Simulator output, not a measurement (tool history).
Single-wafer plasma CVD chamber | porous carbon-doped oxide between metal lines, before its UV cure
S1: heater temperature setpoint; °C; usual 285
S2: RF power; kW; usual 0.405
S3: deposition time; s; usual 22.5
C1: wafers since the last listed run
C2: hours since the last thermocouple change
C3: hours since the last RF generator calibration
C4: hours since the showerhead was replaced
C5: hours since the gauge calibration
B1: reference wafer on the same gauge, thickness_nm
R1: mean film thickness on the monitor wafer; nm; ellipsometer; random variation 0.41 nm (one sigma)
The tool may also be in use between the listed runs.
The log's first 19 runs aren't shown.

Run 20, hour 526.3: usual settings but S3 19.8 s; C1 775; C2 356; C3 106.2; C4 5404.6; C5 939; B1 130.916. Result: R1 108.617 nm.
Run 21, hour 559.5: usual settings but S1 276 °C; C1 819; C2 389.2; C3 139.4; C4 5437.8; C5 972.2; B1 131.011. Result: R1 129.679 nm.
Run 22, hour 587.6: usual settings but S1 274 °C; C1 693; C2 417.3; C3 167.5; C4 5465.9; C5 1000.3; B1 131.002. Result: R1 131.002 nm.
At hour 599.7: gauge calibrated.
Run 23, hour 610.8: usual settings but S2 0.465 kW; C1 572; C2 440.5; C3 190.7; C4 5489.1; C5 11.1; B1 131.009. Result: R1 132.021 nm.
At hour 620.5: showerhead replaced.
Run 24, hour 631.3: usual settings but S3 26.7 s; C1 308; C2 461; C3 211.2; C4 10.8; C5 31.6; B1 130.931. Result: R1 146.025 nm.
Run 25, hour 664: usual settings; C1 807; C2 493.7; C3 243.9; C4 43.5; C5 64.3; B1 131.023. Result: R1 123.301 nm.
Run 26, hour 690.2: usual settings; C1 646; C2 519.9; C3 270.1; C4 69.7; C5 90.5; B1 130.986. Result: R1 123.556 nm.
Run 27, hour 720: usual settings but S1 295 °C, S3 20.9 s; C1 735; C2 549.7; C3 299.9; C4 99.5; C5 120.3; B1 130.972. Result: R1 108.379 nm.
Run 28, hour 752.5: usual settings; C1 802; C2 582.2; C3 332.4; C4 132; C5 152.8; B1 131.108. Result: R1 122.806 nm.
Run 29, hour 770.1: usual settings; C1 434; C2 599.8; C3 350; C4 149.6; C5 170.4; B1 131.074. Result: R1 122.933 nm.
Run 30, hour 802.7: usual settings but S1 272 °C, S3 23.9 s; C1 805; C2 632.4; C3 382.6; C4 182.2; C5 203; B1 130.939. Result: R1 139.561 nm.
Run 31, hour 818.4: usual settings but S1 275 °C, S2 0.35 kW, S3 25 s; C1 387; C2 648.1; C3 398.3; C4 197.9; C5 218.7; B1 131.028. Result: R1 134.681 nm.
Run 32, hour 848: usual settings but S2 0.385 kW; C1 730; C2 677.7; C3 427.9; C4 227.5; C5 248.3; B1 130.87. Result: R1 119.923 nm.
Run 33, hour 868.3: usual settings; C1 501; C2 698; C3 448.2; C4 247.8; C5 268.6; B1 131.107. Result: R1 123.276 nm.
Run 34, hour 881.5: usual settings but S1 293 °C, S2 0.47 kW, S3 19.2 s; C1 325; C2 711.2; C3 461.4; C4 261; C5 281.8; B1 131.15. Result: R1 109.183 nm.

4 ways to go on from here, each from the tool as it stands after run 34. What would each give?
Run A, hour 881.9: usual settings; C1 9; C2 711.6; C3 461.8; C4 261.4; C5 282.2; B1 ?. Result: R1 ?.
Run B, hour 881.9: usual settings but S1 290 °C, S2 0.34 kW, S3 19.6 s; C1 9; C2 711.6; C3 461.8; C4 261.4; C5 282.2; B1 ?. Result: R1 ?.
Run C, hour 881.9: usual settings but S3 18.1 s; C1 9; C2 711.6; C3 461.8; C4 261.4; C5 282.2; B1 ?. Result: R1 ?.
Run D, hour 881.9: usual settings but S1 271 °C, S2 0.375 kW, S3 23.9 s; C1 9; C2 711.6; C3 461.8; C4 261.4; C5 282.2; B1 ?. Result: R1 ?.

run       B1       R1
  A  131.077  123.631
  B  131.077   96.841
  C  131.077   100.21
  D  131.077  136.687
Without the tool's hidden state the same runs would have given:
run       R1
  A  123.654
  B   96.897
  C  100.229
  D  136.679

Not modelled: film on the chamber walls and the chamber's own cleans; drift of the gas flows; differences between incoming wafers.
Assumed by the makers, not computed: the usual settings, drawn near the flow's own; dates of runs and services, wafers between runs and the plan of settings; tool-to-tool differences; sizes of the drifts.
